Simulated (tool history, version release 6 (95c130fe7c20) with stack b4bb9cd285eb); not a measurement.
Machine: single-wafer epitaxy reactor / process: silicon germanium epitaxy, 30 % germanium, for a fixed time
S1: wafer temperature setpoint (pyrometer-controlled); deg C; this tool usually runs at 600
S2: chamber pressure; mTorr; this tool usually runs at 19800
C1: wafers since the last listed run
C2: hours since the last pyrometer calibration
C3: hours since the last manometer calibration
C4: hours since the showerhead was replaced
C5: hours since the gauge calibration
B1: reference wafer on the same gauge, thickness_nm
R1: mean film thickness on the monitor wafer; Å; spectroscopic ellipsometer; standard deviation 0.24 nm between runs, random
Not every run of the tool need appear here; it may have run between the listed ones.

Run 1, hour 0: usual settings; C1 0; C2 1628.8; C3 628.5; C4 7449.4; C5 804.1; B1 63.991. Result: R1 524.54 Å.
At hour 7.7: gauge calibrated.
Run 2, hour 62.3: usual settings; C1 1603; C2 1691.1; C3 690.8; C4 7511.7; C5 54.6; B1 64.015. Result: R1 521.94 Å.
Run 3, hour 160.3: usual settings but S2 21100 mTorr; C1 2521; C2 1789.1; C3 788.8; C4 7609.7; C5 152.6; B1 63.982. Result: R1 538.69 Å.
Run 4, hour 263.5: usual settings but S2 16700 mTorr; C1 2655; C2 1892.3; C3 892; C4 7712.9; C5 255.8; B1 64. Result: R1 490.86 Å.
Run 5, hour 315.9: usual settings but S2 16700 mTorr; C1 1348; C2 1944.7; C3 944.4; C4 7765.3; C5 308.2; B1 63.979. Result: R1 491.37 Å.
At hour 378.4: capacitance manometer re-zeroed and calibrated.
Run 6, hour 378.9: usual settings but S2 16700 mTorr; C1 1415; C2 2007.7; C3 0.5; C4 7828.3; C5 371.2; B1 64.007. Result: R1 502.68 Å.
Run 7, hour 430.9: usual settings; C1 1338; C2 2059.7; C3 52.5; C4 7880.3; C5 423.2; B1 64.009. Result: R1 531.7 Å.
Run 8, hour 529.9: usual settings; C1 2547; C2 2158.7; C3 151.5; C4 7979.3; C5 522.2; B1 63.95. Result: R1 532.22 Å.
Run 9, hour 570.6: usual settings; C1 1047; C2 2199.4; C3 192.2; C4 8020; C5 562.9; B1 64.032. Result: R1 528.42 Å.
At hour 622.5: showerhead replaced, of another model than before.
Run 10, hour 626.7: usual settings; C1 1237; C2 2255.5; C3 248.3; C4 4.2; C5 619; B1 63.994. Result: R1 524.38 Å.
Run 11, hour 665.2: usual settings; C1 990; C2 2294; C3 286.8; C4 42.7; C5 657.5; B1 64.041. Result: R1 520.21 Å.
Run 12, hour 706.9: usual settings but S2 18200 mTorr; C1 1073; C2 2335.7; C3 328.5; C4 84.4; C5 699.2; B1 64.013. Result: R1 494.63 Å.
Run 13, hour 761: usual settings; C1 1392; C2 2389.8; C3 382.6; C4 138.5; C5 753.3; B1 64.031. Result: R1 516.15 Å.
Run 14, hour 851: usual settings but S1 613 deg C, S2 17900 mTorr; C1 2315; C2 2479.8; C3 472.6; C4 228.5; C5 843.3; B1 64.022. Result: R1 623.11 Å.
At hour 888.4: pyrometer calibrated.
At hour 892.8: gauge calibrated.
Run 15, hour 942: usual settings but S1 608 deg C, S2 23400 mTorr; C1 2135; C2 53.6; C3 563.6; C4 319.5; C5 49.2; B1 64.005. Result: R1 660.63 Å.
Run 16, hour 978.6: usual settings; C1 941; C2 90.2; C3 600.2; C4 356.1; C5 85.8; B1 63.946. Result: R1 510.62 Å.
Run 17, hour 1044.6: usual settings but S2 21100 mTorr; C1 1698; C2 156.2; C3 666.2; C4 422.1; C5 151.8; B1 63.969. Result: R1 531.29 Å.
Run 18, hour 1151.4: usual settings but S1 612 deg C, S2 17800 mTorr; C1 2748; C2 263; C3 773; C4 528.9; C5 258.6; B1 64.032. Result: R1 602.09 Å.
Run 19, hour 1192.7: usual settings but S1 593 deg C, S2 21300 mTorr; C1 1062; C2 304.3; C3 814.3; C4 570.2; C5 299.9; B1 63.989. Result: R1 467.05 Å.
At hour 1236.4: capacitance manometer re-zeroed and calibrated.
Run 20, hour 1239: usual settings but S1 604 deg C, S2 15200 mTorr; C1 985; C2 350.6; C3 2.6; C4 616.5; C5 346.2; B1 64.026. Result: R1 491.39 Å.

Each row is a separate what-if for the run after 20, all from the same tool condition, not one after another. Results?
Run A, hour 1239.4: usual settings; C1 10; C2 351; C3 3; C4 616.9; C5 346.6; B1 ?. Result: R1 ?.
Run B, hour 1239.4: usual settings but S1 591 deg C, S2 18500 mTorr; C1 10; C2 351; C3 3; C4 616.9; C5 346.6; B1 ?. Result: R1 ?.
Run C, hour 1239.4: usual settings but S1 591 deg C, S2 18000 mTorr; C1 10; C2 351; C3 3; C4 616.9; C5 346.6; B1 ?. Result: R1 ?.

run      B1      R1
  A  64.016  540.62
  B  64.016     435
  C  64.016  427.56
The same runs, with their run-to-run variation unchanged, on a tool lacking any hidden condition would have given:
run      R1
  A  539.42
  B  434.04
  C  426.61
